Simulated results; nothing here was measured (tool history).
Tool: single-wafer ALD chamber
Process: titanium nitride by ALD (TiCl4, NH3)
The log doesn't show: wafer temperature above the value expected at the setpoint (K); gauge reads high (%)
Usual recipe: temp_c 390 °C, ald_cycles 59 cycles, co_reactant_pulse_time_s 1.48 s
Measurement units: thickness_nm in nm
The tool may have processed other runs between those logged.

run	hour	temp_c	ald_cycles	co_reactant_pulse_time_s	wafers since the last listed run	hours since the last thermocouple change	hours since the showerhead was replaced	hours since the gauge calibration	read-back reference wafer on the same gauge, thickness_nm	thickness_nm
1	0.0	383	59	1.48	0	655.4	3383.8	416.5	1.042	1.238
2	65.7	383	59	1.48	312	721.1	3449.5	482.2	1.044	1.244
3	120.0	383	59	1.48	258	775.4	3503.8	536.5	1.045	1.247
4	148.7	390	59	1.48	136	804.1	3532.5	565.2	1.044	1.258
5	198.3	390	59	1.48	235	853.7	3582.1	614.8	1.044	1.257
6	237.6	390	59	1.48	186	893.0	3621.4	654.1	1.047	1.253
7	295.9	390	56	1.48	277	951.3	3679.7	712.4	1.046	1.194
8	347.1	390	56	1.48	243	1002.5	3730.9	763.6	1.047	1.193
9	372.5	390	59	1.92	120	1027.9	3756.3	789.0	1.048	1.274
10	397.3	390	59	1.92	117	1052.7	3781.1	813.8	1.047	1.276
11	442.1	390	59	1.92	212	1097.5	3825.9	858.6	1.049	1.273
12	473.1	390	59	1.48	147	1128.5	3856.9	889.6	1.047	1.259
13	517.2	390	59	1.48	209	1172.6	3901.0	933.7	1.050	1.265
14	569.8	390	59	1.48	249	1225.2	3953.6	986.3	1.049	1.261
15	640.7	390	59	1.48	336	1296.1	4024.5	1057.2	1.048	1.264
16	790.1	390	59	1.48	709	1445.5	4173.9	1206.6	1.048	1.266
17	829.2	390	59	1.48	185	1484.6	4213.0	1245.7	1.049	1.257
18	890.6	390	59	1.22	291	1546.0	4274.4	1307.1	1.049	1.252
19	957.7	390	68	1.48	318	1613.1	4341.5	1374.2	1.049	1.456
20	993.7	390	59	1.48	171	1649.1	4377.5	1410.2	1.050	1.261
21	1028.5	390	59	1.48	165	1683.9	4412.3	1445.0	1.051	1.258
# hour 1044.0: gauge calibrated
22	1068.9	394	54	1.48	191	1724.3	4452.7	24.9	1.032	1.143
23	1203.4	401	55	1.02	639	1858.8	4587.2	159.4	1.037	1.164
# hour 1228.1: showerhead replaced
24	1230.2	403	59	1.19	89	1885.6	2.1	186.2	1.039	1.259
25	1279.0	390	53	1.48	231	1934.4	50.9	235.0	1.039	1.124
26	1314.2	390	59	0.94	167	1969.6	86.1	270.2	1.040	1.232
27	1361.9	390	68	0.93	226	2017.3	133.8	317.9	1.042	1.425
28	1441.3	375	50	1.17	377	2096.7	213.2	397.3	1.043	1.025
29	1485.1	397	59	1.48	208	2140.5	257.0	441.1	1.045	1.264
30	1536.3	390	59	1.48	243	2191.7	308.2	492.3	1.045	1.258
31	1569.3	383	52	1.48	156	2224.7	341.2	525.3	1.046	1.102
# hour 1583.2: thermocouple changed; heater temperature recalibrated
32	1620.2	390	59	1.48	203	37.0	392.1	576.2	1.047	1.254
33	1648.8	390	59	1.48	135	65.6	420.7	604.8	1.049	1.255
34	1673.8	379	63	1.24	118	90.6	445.7	629.8	1.047	1.316
35	1711.8	378	52	1.15	180	128.6	483.7	667.8	1.047	1.078
36	1761.8	379	59	1.13	237	178.6	533.7	717.8	1.048	1.229
37	1816.2	395	59	1.48	258	233.0	588.1	772.2	1.049	1.268
38	1870.4	390	59	1.48	257	287.2	642.3	826.4	1.050	1.258
39	2063.2	390	52	1.48	916	480.0	835.1	1019.2	1.052	1.114

Run 40, settings as shown, results not yet in. Your forecast:
40	2123.4	390	59	1.48	286	540.2	895.3	1079.4	?	?

Run 40 yielded read-back reference wafer on the same gauge, thickness_nm 1.053, thickness_nm 1.268 nm.
With no hidden state in the tool, this same run would have given thickness_nm 1.242 nm.
